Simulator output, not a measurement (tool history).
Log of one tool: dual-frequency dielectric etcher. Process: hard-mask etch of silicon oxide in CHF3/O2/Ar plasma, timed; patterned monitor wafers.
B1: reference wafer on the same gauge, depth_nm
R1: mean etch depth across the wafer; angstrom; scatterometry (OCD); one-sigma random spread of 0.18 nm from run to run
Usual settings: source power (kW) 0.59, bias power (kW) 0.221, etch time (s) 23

run 1 hour=0 | source_power_(kW)=0.59 bias_power_(kW)=0.221 etch_time_(s)=23 | B1=43.6 | R1=457.7
-- hour=42.8 gauge calibrated
run 2 hour=44.1 | source_power_(kW)=0.59 bias_power_(kW)=0.221 etch_time_(s)=19.5 | B1=43.6 | R1=390.4
run 3 hour=56.3 | source_power_(kW)=0.53 bias_power_(kW)=0.221 etch_time_(s)=18.5 | B1=43.53 | R1=352.3
run 4 hour=73.6 | source_power_(kW)=0.53 bias_power_(kW)=0.221 etch_time_(s)=18.5 | B1=43.53 | R1=354.2
run 5 hour=90.2 | source_power_(kW)=0.59 bias_power_(kW)=0.221 etch_time_(s)=25.5 | B1=43.51 | R1=513.6
run 6 hour=100.9 | source_power_(kW)=0.59 bias_power_(kW)=0.221 etch_time_(s)=25.5 | B1=43.5 | R1=515.7
run 7 hour=114.9 | source_power_(kW)=0.59 bias_power_(kW)=0.221 etch_time_(s)=25.5 | B1=43.59 | R1=512.3
run 8 hour=121.4 | source_power_(kW)=0.59 bias_power_(kW)=0.26 etch_time_(s)=21.5 | B1=43.62 | R1=464.9
run 9 hour=127.7 | source_power_(kW)=0.59 bias_power_(kW)=0.26 etch_time_(s)=21.5 | B1=43.63 | R1=464.8
run 10 hour=139.8 | source_power_(kW)=0.59 bias_power_(kW)=0.221 etch_time_(s)=23 | B1=43.55 | R1=465.6
-- hour=149.5 source power generator calibrated
run 11 hour=171.2 | source_power_(kW)=0.59 bias_power_(kW)=0.221 etch_time_(s)=23 | B1=43.63 | R1=468.2
run 12 hour=181.3 | source_power_(kW)=0.51 bias_power_(kW)=0.221 etch_time_(s)=23 | B1=43.7 | R1=434.7
run 13 hour=191.1 | source_power_(kW)=0.51 bias_power_(kW)=0.221 etch_time_(s)=23 | B1=43.61 | R1=435.2
-- hour=220.8 bias power generator calibrated
-- hour=228.5 upper electrode replaced
run 14 hour=229 | source_power_(kW)=0.59 bias_power_(kW)=0.188 etch_time_(s)=19 | B1=43.61 | R1=363.2
run 15 hour=229.3 | source_power_(kW)=0.59 bias_power_(kW)=0.188 etch_time_(s)=19 | B1=43.58 | R1=365.5
run 16 hour=230.5 | source_power_(kW)=0.64 bias_power_(kW)=0.175 etch_time_(s)=23 | B1=43.65 | R1=442
run 17 hour=239.5 | source_power_(kW)=0.71 bias_power_(kW)=0.244 etch_time_(s)=16.5 | B1=43.61 | R1=385.4
-- hour=265.4 wet clean of the chamber
run 18 hour=265.9 | source_power_(kW)=0.69 bias_power_(kW)=0.252 etch_time_(s)=29.5 | B1=43.6 | R1=662.6
run 19 hour=266.3 | source_power_(kW)=0.59 bias_power_(kW)=0.206 etch_time_(s)=27.5 | B1=43.64 | R1=525
run 20 hour=277.3 | source_power_(kW)=0.59 bias_power_(kW)=0.269 etch_time_(s)=17.5 | B1=43.65 | R1=376.7
-- hour=282.9 gauge calibrated
run 21 hour=283.8 | source_power_(kW)=0.59 bias_power_(kW)=0.221 etch_time_(s)=23 | B1=43.6 | R1=451.5
run 22 hour=290.6 | source_power_(kW)=0.67 bias_power_(kW)=0.221 etch_time_(s)=29.5 | B1=43.6 | R1=620.3
run 23 hour=298.7 | source_power_(kW)=0.59 bias_power_(kW)=0.221 etch_time_(s)=23 | B1=43.61 | R1=457.1
run 24 hour=309 | source_power_(kW)=0.59 bias_power_(kW)=0.221 etch_time_(s)=23 | B1=43.56 | R1=457.3
run 25 hour=324.8 | source_power_(kW)=0.48 bias_power_(kW)=0.221 etch_time_(s)=23 | B1=43.66 | R1=411.5
run 26 hour=341.1 | source_power_(kW)=0.59 bias_power_(kW)=0.257 etch_time_(s)=29 | B1=43.64 | R1=614.9
run 27 hour=350.9 | source_power_(kW)=0.59 bias_power_(kW)=0.221 etch_time_(s)=29.5 | B1=43.62 | R1=587.8
run 28 hour=360.6 | source_power_(kW)=0.49 bias_power_(kW)=0.221 etch_time_(s)=17.5 | B1=43.61 | R1=317.2
run 29 hour=376 | source_power_(kW)=0.67 bias_power_(kW)=0.235 etch_time_(s)=23 | B1=43.63 | R1=503.3
run 30 hour=393.7 | source_power_(kW)=0.49 bias_power_(kW)=0.206 etch_time_(s)=27 | B1=43.56 | R1=478.9
run 31 hour=406.6 | source_power_(kW)=0.69 bias_power_(kW)=0.252 etch_time_(s)=29.5 | B1=43.58 | R1=680.9

Predict each of these 3 candidate next runs independently; none follows another, all start after run 31:
run A hour=407 | source_power_(kW)=0.59 bias_power_(kW)=0.221 etch_time_(s)=17.5 | B1=? | R1=?
run B hour=407 | source_power_(kW)=0.63 bias_power_(kW)=0.262 etch_time_(s)=16.5 | B1=? | R1=?
run C hour=407 | source_power_(kW)=0.54 bias_power_(kW)=0.221 etch_time_(s)=23 | B1=? | R1=?

run=A B1=43.59 R1=352.5
run=B B1=43.59 R1=369.1
run=C B1=43.59 R1=443.5
The same runs, with their run-to-run variation unchanged, on a tool lacking any hidden condition would have given:
run=A R1=345.3
run=B R1=361.5
run=C R1=434.4
